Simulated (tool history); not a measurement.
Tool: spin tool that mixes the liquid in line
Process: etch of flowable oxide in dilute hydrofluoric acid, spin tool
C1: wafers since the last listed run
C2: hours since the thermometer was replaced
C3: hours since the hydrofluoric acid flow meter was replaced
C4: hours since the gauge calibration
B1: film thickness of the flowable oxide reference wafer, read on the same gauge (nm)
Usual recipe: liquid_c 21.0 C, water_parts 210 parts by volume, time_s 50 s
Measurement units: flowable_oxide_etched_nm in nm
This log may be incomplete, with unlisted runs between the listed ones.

Run 1, day 0.000: usual settings; C1 0; C2 2723.2; C3 1304.6; C4 372.1; B1 110.04. Result: flowable_oxide_etched_nm 8.98 nm.
Run 2, day 0.475: usual settings; C1 125; C2 2734.6; C3 1316.0; C4 383.5; B1 110.03. Result: flowable_oxide_etched_nm 9.02 nm.
Run 3, day 0.883: usual settings; C1 107; C2 2744.4; C3 1325.8; C4 393.3; B1 110.04. Result: flowable_oxide_etched_nm 9.01 nm.
Run 4, day 1.233: usual settings; C1 92; C2 2752.8; C3 1334.2; C4 401.7; B1 110.01. Result: flowable_oxide_etched_nm 9.04 nm.
Run 5, day 1.529: usual settings; C1 77; C2 2759.9; C3 1341.3; C4 408.8; B1 110.06. Result: flowable_oxide_etched_nm 9.01 nm.
Run 6, day 1.875: usual settings; C1 91; C2 2768.2; C3 1349.6; C4 417.1; B1 109.94. Result: flowable_oxide_etched_nm 8.99 nm.
Run 7, day 2.408: usual settings; C1 140; C2 2781.0; C3 1362.4; C4 429.9; B1 109.99. Result: flowable_oxide_etched_nm 8.99 nm.
Run 8, day 3.125: usual settings; C1 188; C2 2798.2; C3 1379.6; C4 447.1; B1 110.01. Result: flowable_oxide_etched_nm 8.94 nm.
Run 9, day 3.408: usual settings; C1 74; C2 2805.0; C3 1386.4; C4 453.9; B1 110.02. Result: flowable_oxide_etched_nm 9.01 nm.
Run 10, day 3.704: usual settings; C1 77; C2 2812.1; C3 1393.5; C4 461.0; B1 109.98. Result: flowable_oxide_etched_nm 8.94 nm.
Run 11, day 4.146: usual settings; C1 116; C2 2822.7; C3 1404.1; C4 471.6; B1 109.96. Result: flowable_oxide_etched_nm 9.00 nm.
Run 12, day 4.754: usual settings; C1 160; C2 2837.3; C3 1418.7; C4 486.2; B1 110.01. Result: flowable_oxide_etched_nm 8.98 nm.
Run 13, day 5.204: usual settings but water_parts 160 parts by volume; C1 118; C2 2848.1; C3 1429.5; C4 497.0; B1 110.01. Result: flowable_oxide_etched_nm 12.44 nm.
At day 6.104: hydrofluoric acid flow meter replaced.
Run 14, day 6.842: usual settings but liquid_c 25.5 C, water_parts 120 parts by volume, time_s 75 s; C1 420; C2 2887.4; C3 17.7; C4 536.3; B1 110.04. Result: flowable_oxide_etched_nm 33.92 nm.
Run 15, day 7.238: usual settings but liquid_c 23.5 C; C1 104; C2 2896.9; C3 27.2; C4 545.8; B1 109.99. Result: flowable_oxide_etched_nm 10.77 nm.
Run 16, day 7.562: usual settings but water_parts 120 parts by volume; C1 85; C2 2904.7; C3 35.0; C4 553.6; B1 110.02. Result: flowable_oxide_etched_nm 19.01 nm.
Run 17, day 8.146: usual settings but liquid_c 22.5 C, water_parts 245 parts by volume, time_s 35 s; C1 153; C2 2918.7; C3 49.0; C4 567.6; B1 109.99. Result: flowable_oxide_etched_nm 6.01 nm.
Run 18, day 8.908: usual settings but liquid_c 25.0 C; C1 200; C2 2937.0; C3 67.3; C4 585.9; B1 109.96. Result: flowable_oxide_etched_nm 11.40 nm.
Run 19, day 9.438: usual settings but water_parts 295 parts by volume; C1 139; C2 2949.7; C3 80.0; C4 598.6; B1 110.01. Result: flowable_oxide_etched_nm 6.40 nm.
Run 20, day 9.950: usual settings but liquid_c 17.0 C, water_parts 295 parts by volume, time_s 60 s; C1 135; C2 2962.0; C3 92.3; C4 610.9; B1 109.95. Result: flowable_oxide_etched_nm 6.62 nm.
Run 21, day 10.688: usual settings but liquid_c 19.0 C, water_parts 130 parts by volume; C1 194; C2 2979.7; C3 110.0; C4 628.6; B1 110.02. Result: flowable_oxide_etched_nm 15.99 nm.
At day 10.808: gauge calibrated.
Run 22, day 11.017: usual settings; C1 86; C2 2987.6; C3 117.9; C4 5.0; B1 109.99. Result: flowable_oxide_etched_nm 9.81 nm.
Run 23, day 11.383: usual settings; C1 96; C2 2996.4; C3 126.7; C4 13.8; B1 110.05. Result: flowable_oxide_etched_nm 9.68 nm.
At day 11.638: thermometer replaced.
Run 24, day 12.075: usual settings but water_parts 270 parts by volume; C1 171; C2 10.5; C3 143.3; C4 30.4; B1 110.05. Result: flowable_oxide_etched_nm 6.53 nm.
Run 25, day 12.379: usual settings but water_parts 160 parts by volume, time_s 35 s; C1 80; C2 17.8; C3 150.6; C4 37.7; B1 110.00. Result: flowable_oxide_etched_nm 8.62 nm.
Run 26, day 12.825: usual settings but time_s 35 s; C1 117; C2 28.5; C3 161.3; C4 48.4; B1 109.99. Result: flowable_oxide_etched_nm 6.22 nm.
Run 27, day 13.533: usual settings but liquid_c 24.0 C, water_parts 265 parts by volume, time_s 65 s; C1 186; C2 45.5; C3 178.3; C4 65.4; B1 110.01. Result: flowable_oxide_etched_nm 9.60 nm.
Run 28, day 13.896: usual settings but liquid_c 18.5 C, water_parts 155 parts by volume, time_s 75 s; C1 95; C2 54.2; C3 187.0; C4 74.1; B1 110.02. Result: flowable_oxide_etched_nm 17.24 nm.
Run 29, day 14.496: usual settings but water_parts 285 parts by volume; C1 158; C2 68.6; C3 201.4; C4 88.5; B1 109.97. Result: flowable_oxide_etched_nm 6.13 nm.
Run 30, day 14.788: usual settings but liquid_c 19.0 C; C1 76; C2 75.6; C3 208.4; C4 95.5; B1 109.98. Result: flowable_oxide_etched_nm 8.19 nm.
Run 31, day 15.350: usual settings; C1 148; C2 89.1; C3 221.9; C4 109.0; B1 110.01. Result: flowable_oxide_etched_nm 8.88 nm.
Run 32, day 15.925: usual settings but liquid_c 18.0 C, water_parts 240 parts by volume; C1 151; C2 102.9; C3 235.7; C4 122.8; B1 109.99. Result: flowable_oxide_etched_nm 6.69 nm.
Run 33, day 16.408: usual settings but liquid_c 19.5 C, water_parts 115 parts by volume, time_s 25 s; C1 127; C2 114.5; C3 247.3; C4 134.4; B1 109.96. Result: flowable_oxide_etched_nm 8.43 nm.
Run 34, day 17.108: usual settings; C1 184; C2 131.3; C3 264.1; C4 151.2; B1 110.02. Result: flowable_oxide_etched_nm 8.83 nm.
Run 35, day 17.588: usual settings but liquid_c 25.5 C, water_parts 280 parts by volume, time_s 80 s; C1 126; C2 142.8; C3 275.6; C4 162.7; B1 109.99. Result: flowable_oxide_etched_nm 11.70 nm.

3 ways to go on from here, each from the tool as it stands after run 35. What would each give?
Run A, day 17.604: usual settings; C1 4; C2 143.2; C3 276.0; C4 163.1; B1 ?. Result: flowable_oxide_etched_nm ?.
Run B, day 17.604: usual settings but liquid_c 24.5 C, water_parts 270 parts by volume, time_s 35 s; C1 4; C2 143.2; C3 276.0; C4 163.1; B1 ?. Result: flowable_oxide_etched_nm ?.
Run C, day 17.604: usual settings but water_parts 125 parts by volume, time_s 60 s; C1 4; C2 143.2; C3 276.0; C4 163.1; B1 ?. Result: flowable_oxide_etched_nm ?.

run      B1  flowable_oxide_etched_nm
  A  110.01                      8.87
  B  110.01                      5.16
  C  110.01                     19.59
Without the tool's unlogged condition, the same runs would have read:
run  flowable_oxide_etched_nm
  A                      8.94
  B                      5.21
  C                     19.69
